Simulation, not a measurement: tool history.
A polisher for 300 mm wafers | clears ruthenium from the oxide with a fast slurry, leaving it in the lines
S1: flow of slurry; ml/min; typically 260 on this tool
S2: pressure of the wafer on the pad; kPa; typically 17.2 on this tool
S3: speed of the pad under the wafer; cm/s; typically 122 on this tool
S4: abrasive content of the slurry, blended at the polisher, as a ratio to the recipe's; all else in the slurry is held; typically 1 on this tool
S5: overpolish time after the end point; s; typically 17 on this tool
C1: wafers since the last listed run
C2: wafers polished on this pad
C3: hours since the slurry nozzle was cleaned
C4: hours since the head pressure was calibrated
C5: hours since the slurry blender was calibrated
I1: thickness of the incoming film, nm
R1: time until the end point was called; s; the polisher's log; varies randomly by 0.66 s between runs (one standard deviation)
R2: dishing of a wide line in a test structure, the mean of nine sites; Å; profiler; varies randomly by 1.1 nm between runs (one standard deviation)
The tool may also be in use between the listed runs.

run	hour	S1	S2	S3	S4	S5	C1	C2	C3	C4	C5	I1	R1	R2
1	0	260	17.2	122	1	17	0	530	12.1	507.2	169.5	201.4	40.8	553
2	16.3	260	17.2	122	1	17	159	689	28.4	523.5	185.8	202	41	561
3	37	230	14.5	122	1	17	202	892	49.1	544.2	206.5	199.5	49.2	476
4	66.3	260	17.2	122	1	17	286	1178	78.4	573.5	235.8	201.4	41.5	556
5	89.4	260	17.2	122	1	17	225	1404	101.5	596.6	258.9	201	43.3	545
6	137.5	260	17.2	122	1	20	469	1874	149.6	644.7	307	201.2	43.1	593
7	157.6	260	17.2	122	1	12	196	2070	169.7	664.8	327.1	202.5	44.2	382
# hour 167: slurry blender recalibrated
8	174.6	260	12.4	144	1	17	146	2216	186.7	681.8	7.6	198.7	52.8	451
9	192.3	260	21.4	88	0.85	17	172	2389	204.4	699.5	25.3	201.2	48.7	443
# hour 197.7: head pressure recalibrated
# hour 201.2: worn pad replaced by a new one
10	204.6	260	20.7	122	1.1	26	65	32	216.7	6.9	37.6	200.2	31.7	958
11	236.1	190	13.8	122	1.25	14	307	340	248.2	38.4	69.1	202.7	46	427
12	268.4	195	21.4	142	0.75	17	315	656	280.5	70.7	101.4	201.3	37.6	609
13	285.9	260	17.2	122	1	17	170	827	298	88.2	118.9	198.6	39.9	554
14	317.6	260	17.2	122	1	17	309	1136	329.7	119.9	150.6	198.8	41.4	548
# hour 326.6: slurry nozzle cleaned
15	332.6	260	14.5	82	1	17	136	1273	6	134.9	165.6	200.2	62.2	382
16	356.8	260	17.2	122	1	17	236	1510	30.2	159.1	189.8	203.2	42.7	546
17	376.5	260	17.2	122	1	17	192	1702	49.9	178.8	209.5	197.3	42.2	527
# hour 405.7: worn pad replaced by a new one
18	408.9	345	14.5	122	1	17	277	31	82.3	211.2	241.9	199.3	44.2	496
19	423.5	310	17.2	84	1.25	23	142	174	96.9	225.8	256.5	199.7	45.7	657
20	439.5	260	17.2	122	1	17	156	330	112.9	241.8	272.5	200.7	39.5	571
21	463.9	180	17.2	142	1	11	238	569	137.3	266.2	296.9	199.9	36.2	409
22	493.9	260	19.3	122	1	17	293	862	167.3	296.2	326.9	199.6	37.3	601
23	517.2	260	17.2	82	1	7	227	1089	190.6	319.5	350.2	202.9	52.9	185
24	535.3	260	17.2	122	1	17	176	1266	208.7	337.6	368.3	198.8	41	536
25	560.4	260	17.2	122	1	17	245	1511	233.8	362.7	393.4	201.6	41.6	526
# hour 583.3: slurry blender recalibrated
26	592.1	260	17.2	122	1	17	290	1801	265.5	394.4	8.8	201.6	42.9	533
27	614.8	335	17.2	82	1	14	221	2023	288.2	417.1	31.5	196.3	53.3	349

Hidden state, per run?
slurry flow missing at the pad, %: 0 on each run
deviation of the head's pressure from its setpoint, %: 0 on each run
abrasive missing from the slurry, %: 0 on each run
H1: removal rate lost through wear of the pad, %
run	H1
1	3.71
2	4.57
3	5.66
4	7.2
5	8.42
6	11
7	12
8	12.9
9	13.8
10	0.254
11	1.91
12	3.61
13	4.54
14	6.2
15	6.99
16	8.27
17	9.31
18	0.298
19	1.07
20	1.91
21	3.19
22	4.77
23	6
24	6.95
25	8.28
26	9.95
27	11.1
